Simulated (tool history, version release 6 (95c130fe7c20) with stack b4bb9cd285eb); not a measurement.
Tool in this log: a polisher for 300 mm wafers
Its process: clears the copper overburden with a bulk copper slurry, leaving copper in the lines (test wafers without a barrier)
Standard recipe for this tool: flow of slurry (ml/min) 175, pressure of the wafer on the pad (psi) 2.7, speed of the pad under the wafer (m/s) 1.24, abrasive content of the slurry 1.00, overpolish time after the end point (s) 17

run,hour,flow of slurry (ml/min),pressure of the wafer on the pad (psi),speed of the pad under the wafer (m/s),abrasive content of the slurry,overpolish time after the end point (s),wafers since the last listed run,wafers polished on this pad,hours since the slurry nozzle was cleaned,hours since the head pressure was calibrated,hours since the slurry blender was calibrated,"incoming thickness of the incoming film, nm",time until the end point was called (s),dishing of a wide line in a test structure (Å)
1,0.0,135,2.7,1.24,1.00,17,0,6732,465.0,409.9,699.0,735.0,89.6,509
# hour 12.0: slurry blender recalibrated
# hour 20.0: worn pad replaced by a new one
2,86.9,175,2.7,1.24,1.00,21,967,799,551.9,496.8,74.9,739.6,85.6,556
# hour 158.1: slurry nozzle cleaned
3,183.6,175,2.7,1.24,1.00,21,1144,1944,25.5,593.5,171.6,730.7,78.1,570
4,265.8,175,2.7,1.24,1.00,21,983,2927,107.7,675.7,253.8,736.8,79.4,556
# hour 314.0: head pressure recalibrated
5,314.5,175,2.7,1.24,1.00,17,558,3486,156.4,0.5,302.5,753.3,79.9,543
6,377.6,175,2.7,1.24,1.00,17,754,4241,219.5,63.6,365.6,751.6,81.5,536
7,441.6,200,2.7,1.24,1.30,17,765,5006,283.5,127.6,429.6,730.4,74.1,550
8,524.8,175,3.3,1.24,1.30,17,995,6001,366.7,210.8,512.8,750.5,64.2,588
9,628.2,175,2.7,1.24,1.00,17,1236,7238,470.1,314.2,616.2,732.7,82.3,536
# hour 635.5: slurry blender recalibrated
10,666.2,155,2.7,1.24,1.10,17,430,7669,508.1,352.2,30.7,728.4,85.3,521
# hour 741.4: worn pad replaced by a new one
11,758.0,175,2.7,1.24,1.00,21,1050,198,599.9,444.0,122.5,741.0,87.8,563
# hour 759.8: slurry nozzle cleaned
12,833.4,190,2.2,1.66,0.90,17,889,1088,73.6,519.4,197.9,744.5,75.1,526
13,890.2,230,3.0,1.24,1.00,17,679,1767,130.4,576.2,254.7,737.0,72.7,565
# hour 960.4: head pressure recalibrated
14,964.3,115,2.2,1.58,1.15,17,862,2629,204.5,3.9,328.8,744.5,84.4,504
15,1067.1,115,2.7,1.24,1.00,17,1229,3859,307.3,106.7,431.6,739.7,90.2,509
16,1148.2,220,2.1,1.24,1.00,17,970,4829,388.4,187.8,512.7,736.4,99.2,476
17,1234.8,220,2.7,1.24,1.00,12,1035,5865,475.0,274.4,599.3,742.4,83.1,470
18,1330.0,220,3.1,1.00,1.00,17,1138,7004,570.2,369.6,694.5,740.5,89.9,533
# hour 1408.1: slurry blender recalibrated
19,1408.8,175,2.7,1.24,1.00,17,918,7922,649.0,448.4,0.7,746.4,92.2,526
# hour 1412.2: slurry nozzle cleaned
# hour 1482.2: worn pad replaced by a new one
20,1513.4,175,2.7,1.24,1.00,17,1191,373,101.2,553.0,105.3,745.9,80.8,532
# hour 1758.4: head pressure recalibrated
21,1759.9,120,2.7,1.24,1.00,17,2924,3298,347.7,1.5,351.8,747.1,93.4,518
22,1832.0,175,2.7,1.24,1.00,17,862,4160,419.8,73.6,423.9,731.7,83.2,538
23,1894.0,195,3.4,1.24,1.30,13,741,4902,481.8,135.6,485.9,750.4,61.5,557
24,1965.6,175,2.7,1.24,0.75,17,856,5758,553.4,207.2,557.5,743.8,94.0,519
25,2072.0,175,2.7,1.00,0.75,11,1272,7031,659.8,313.6,663.9,746.9,118.9,382
# hour 2108.4: slurry blender recalibrated
# hour 2138.8: worn pad replaced by a new one
# hour 2166.3: slurry nozzle cleaned
26,2178.8,175,2.7,1.24,1.00,17,1193,466,12.5,420.4,70.4,731.6,78.2,529
27,2227.4,175,2.7,0.96,1.15,25,581,1047,61.1,469.0,119.0,748.4,101.5,555

Forecast each of these 5 alternatives for the next run:
A,2227.8,140,2.7,1.24,1.00,17,4,1052,61.5,469.4,119.4,728.6,?,?
B,2227.8,175,2.7,1.24,1.00,10,4,1052,61.5,469.4,119.4,728.6,?,?
C,2227.8,120,2.7,1.44,1.25,8,4,1052,61.5,469.4,119.4,728.6,?,?
D,2227.8,130,2.7,1.62,1.00,17,4,1052,61.5,469.4,119.4,728.6,?,?
E,2227.8,175,3.3,1.24,1.00,17,4,1052,61.5,469.4,119.4,728.6,?,?

run,time until the end point was called (s),dishing of a wide line in a test structure (Å)
A,82.9,534
B,79.1,443
C,70.6,419
D,64.6,566
E,64.7,585
Without the tool's hidden state the same runs would have given:
run,time until the end point was called (s),dishing of a wide line in a test structure (Å)
A,81.3,536
B,78.0,446
C,69.1,424
D,63.3,568
E,63.8,587
